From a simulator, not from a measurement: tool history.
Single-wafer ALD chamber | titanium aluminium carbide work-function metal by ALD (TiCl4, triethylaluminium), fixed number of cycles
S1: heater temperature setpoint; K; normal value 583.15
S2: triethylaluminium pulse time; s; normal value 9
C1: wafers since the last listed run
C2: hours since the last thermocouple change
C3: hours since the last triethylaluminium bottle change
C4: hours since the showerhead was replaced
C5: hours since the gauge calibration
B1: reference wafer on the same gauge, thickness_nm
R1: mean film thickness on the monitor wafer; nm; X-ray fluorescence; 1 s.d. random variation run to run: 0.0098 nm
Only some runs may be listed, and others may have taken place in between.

{"run": 1, "hour": 0.0, "S1": 583.15, "S2": 7.42, "C1": 0, "C2": 777.9, "C3": 429.5, "C4": 2463.5, "C5": 383.3, "B1": 1.899, "R1": 1.87}
{"run": 2, "hour": 92.9, "S1": 583.15, "S2": 10.14, "C1": 1182, "C2": 870.8, "C3": 522.4, "C4": 2556.4, "C5": 476.2, "B1": 1.897, "R1": 1.987}
{"run": 3, "hour": 129.1, "S1": 583.15, "S2": 10.14, "C1": 460, "C2": 907, "C3": 558.6, "C4": 2592.6, "C5": 512.4, "B1": 1.902, "R1": 1.966}
{"run": 4, "hour": 194.3, "S1": 583.15, "S2": 9, "C1": 829, "C2": 972.2, "C3": 623.8, "C4": 2657.8, "C5": 577.6, "B1": 1.903, "R1": 1.941}
{"run": 5, "hour": 281.0, "S1": 583.15, "S2": 9, "C1": 1103, "C2": 1058.9, "C3": 710.5, "C4": 2744.5, "C5": 664.3, "B1": 1.899, "R1": 1.935}
{"hour": 293.8, "done": "thermocouple changed; heater temperature recalibrated"}
{"run": 6, "hour": 379.7, "S1": 583.15, "S2": 11.27, "C1": 1154, "C2": 85.9, "C3": 809.2, "C4": 2843.2, "C5": 763, "B1": 1.896, "R1": 2.01}
{"run": 7, "hour": 479.8, "S1": 583.15, "S2": 9, "C1": 1273, "C2": 186, "C3": 909.3, "C4": 2943.3, "C5": 863.1, "B1": 1.902, "R1": 1.951}
{"run": 8, "hour": 525.7, "S1": 583.15, "S2": 9, "C1": 584, "C2": 231.9, "C3": 955.2, "C4": 2989.2, "C5": 909, "B1": 1.903, "R1": 1.963}
{"run": 9, "hour": 600.6, "S1": 583.15, "S2": 9, "C1": 952, "C2": 306.8, "C3": 1030.1, "C4": 3064.1, "C5": 983.9, "B1": 1.897, "R1": 1.963}
{"run": 10, "hour": 677.5, "S1": 583.15, "S2": 6.18, "C1": 978, "C2": 383.7, "C3": 1107, "C4": 3141, "C5": 1060.8, "B1": 1.9, "R1": 1.805}
{"run": 11, "hour": 755.7, "S1": 583.15, "S2": 6.18, "C1": 994, "C2": 461.9, "C3": 1185.2, "C4": 3219.2, "C5": 1139, "B1": 1.901, "R1": 1.792}
{"run": 12, "hour": 823.3, "S1": 583.15, "S2": 6.18, "C1": 860, "C2": 529.5, "C3": 1252.8, "C4": 3286.8, "C5": 1206.6, "B1": 1.902, "R1": 1.803}
{"run": 13, "hour": 866.3, "S1": 583.15, "S2": 9, "C1": 547, "C2": 572.5, "C3": 1295.8, "C4": 3329.8, "C5": 1249.6, "B1": 1.899, "R1": 1.954}
{"run": 14, "hour": 913.4, "S1": 583.15, "S2": 9, "C1": 599, "C2": 619.6, "C3": 1342.9, "C4": 3376.9, "C5": 1296.7, "B1": 1.9, "R1": 1.941}
{"hour": 965.3, "done": "triethylaluminium bottle replaced"}
{"run": 15, "hour": 983.9, "S1": 583.15, "S2": 9, "C1": 795, "C2": 690.1, "C3": 18.6, "C4": 3447.4, "C5": 1367.2, "B1": 1.899, "R1": 1.945}
{"run": 16, "hour": 1025.6, "S1": 596.15, "S2": 9, "C1": 530, "C2": 731.8, "C3": 60.3, "C4": 3489.1, "C5": 1408.9, "B1": 1.901, "R1": 2.023}
{"run": 17, "hour": 1072.4, "S1": 578.15, "S2": 12.51, "C1": 595, "C2": 778.6, "C3": 107.1, "C4": 3535.9, "C5": 1455.7, "B1": 1.905, "R1": 1.942}
{"run": 18, "hour": 1158.1, "S1": 583.15, "S2": 9, "C1": 1090, "C2": 864.3, "C3": 192.8, "C4": 3621.6, "C5": 1541.4, "B1": 1.901, "R1": 1.933}
{"run": 19, "hour": 1210.5, "S1": 583.15, "S2": 9, "C1": 666, "C2": 916.7, "C3": 245.2, "C4": 3674, "C5": 1593.8, "B1": 1.906, "R1": 1.935}
{"hour": 1240.3, "done": "thermocouple changed; heater temperature recalibrated"}
{"run": 20, "hour": 1253.2, "S1": 587.15, "S2": 12.36, "C1": 441, "C2": 12.9, "C3": 287.9, "C4": 3716.7, "C5": 1636.5, "B1": 1.898, "R1": 2.054}
{"run": 21, "hour": 1338.2, "S1": 590.15, "S2": 9, "C1": 1081, "C2": 97.9, "C3": 372.9, "C4": 3801.7, "C5": 1721.5, "B1": 1.899, "R1": 2.007}
{"run": 22, "hour": 1417.0, "S1": 583.15, "S2": 9, "C1": 1002, "C2": 176.7, "C3": 451.7, "C4": 3880.5, "C5": 1800.3, "B1": 1.901, "R1": 1.977}
{"hour": 1465.6, "done": "showerhead replaced"}
{"run": 23, "hour": 1483.8, "S1": 570.15, "S2": 7.77, "C1": 748, "C2": 243.5, "C3": 518.5, "C4": 18.2, "C5": 1867.1, "B1": 1.903, "R1": 1.824}
{"run": 24, "hour": 1549.7, "S1": 578.15, "S2": 10.54, "C1": 838, "C2": 309.4, "C3": 584.4, "C4": 84.1, "C5": 1933, "B1": 1.902, "R1": 1.961}
{"hour": 1556.7, "done": "gauge calibrated"}
{"run": 25, "hour": 1636.0, "S1": 590.15, "S2": 5.46, "C1": 1098, "C2": 395.7, "C3": 670.7, "C4": 170.4, "C5": 79.3, "B1": 1.9, "R1": 1.794}
{"run": 26, "hour": 1705.2, "S1": 583.15, "S2": 6.67, "C1": 880, "C2": 464.9, "C3": 739.9, "C4": 239.6, "C5": 148.5, "B1": 1.904, "R1": 1.839}
{"run": 27, "hour": 1755.0, "S1": 583.15, "S2": 10.88, "C1": 633, "C2": 514.7, "C3": 789.7, "C4": 289.4, "C5": 198.3, "B1": 1.898, "R1": 1.991}
{"run": 28, "hour": 1817.4, "S1": 583.15, "S2": 10.98, "C1": 793, "C2": 577.1, "C3": 852.1, "C4": 351.8, "C5": 260.7, "B1": 1.893, "R1": 1.967}
{"run": 29, "hour": 1859.4, "S1": 583.15, "S2": 9, "C1": 534, "C2": 619.1, "C3": 894.1, "C4": 393.8, "C5": 302.7, "B1": 1.903, "R1": 1.956}
{"run": 30, "hour": 1924.7, "S1": 578.15, "S2": 7.08, "C1": 830, "C2": 684.4, "C3": 959.4, "C4": 459.1, "C5": 368, "B1": 1.898, "R1": 1.826}
{"run": 31, "hour": 2015.7, "S1": 596.15, "S2": 6.87, "C1": 1157, "C2": 775.4, "C3": 1050.4, "C4": 550.1, "C5": 459, "B1": 1.902, "R1": 1.931}
{"run": 32, "hour": 2069.9, "S1": 583.15, "S2": 8.02, "C1": 689, "C2": 829.6, "C3": 1104.6, "C4": 604.3, "C5": 513.2, "B1": 1.899, "R1": 1.896}
{"run": 33, "hour": 2131.9, "S1": 583.15, "S2": 7.64, "C1": 788, "C2": 891.6, "C3": 1166.6, "C4": 666.3, "C5": 575.2, "B1": 1.9, "R1": 1.873}

What if the next run were any one of these 4? Each begins from the tool's condition after run 33:
{"run": "A", "hour": 2132.3, "S1": 583.15, "S2": 9, "C1": 5, "C2": 892, "C3": 1167, "C4": 666.7, "C5": 575.6, "B1": "?", "R1": "?"}
{"run": "B", "hour": 2132.3, "S1": 593.15, "S2": 9, "C1": 5, "C2": 892, "C3": 1167, "C4": 666.7, "C5": 575.6, "B1": "?", "R1": "?"}
{"run": "C", "hour": 2132.3, "S1": 597.15, "S2": 9, "C1": 5, "C2": 892, "C3": 1167, "C4": 666.7, "C5": 575.6, "B1": "?", "R1": "?"}
{"run": "D", "hour": 2132.3, "S1": 570.15, "S2": 6.72, "C1": 5, "C2": 892, "C3": 1167, "C4": 666.7, "C5": 575.6, "B1": "?", "R1": "?"}

run=A B1=1.901 R1=1.923
run=B B1=1.901 R1=1.996
run=C B1=1.901 R1=2.025
run=D B1=1.901 R1=1.73
Had the tool no hidden state, the same runs would have come out as:
run=A R1=1.962
run=B R1=2.034
run=C R1=2.064
run=D R1=1.766

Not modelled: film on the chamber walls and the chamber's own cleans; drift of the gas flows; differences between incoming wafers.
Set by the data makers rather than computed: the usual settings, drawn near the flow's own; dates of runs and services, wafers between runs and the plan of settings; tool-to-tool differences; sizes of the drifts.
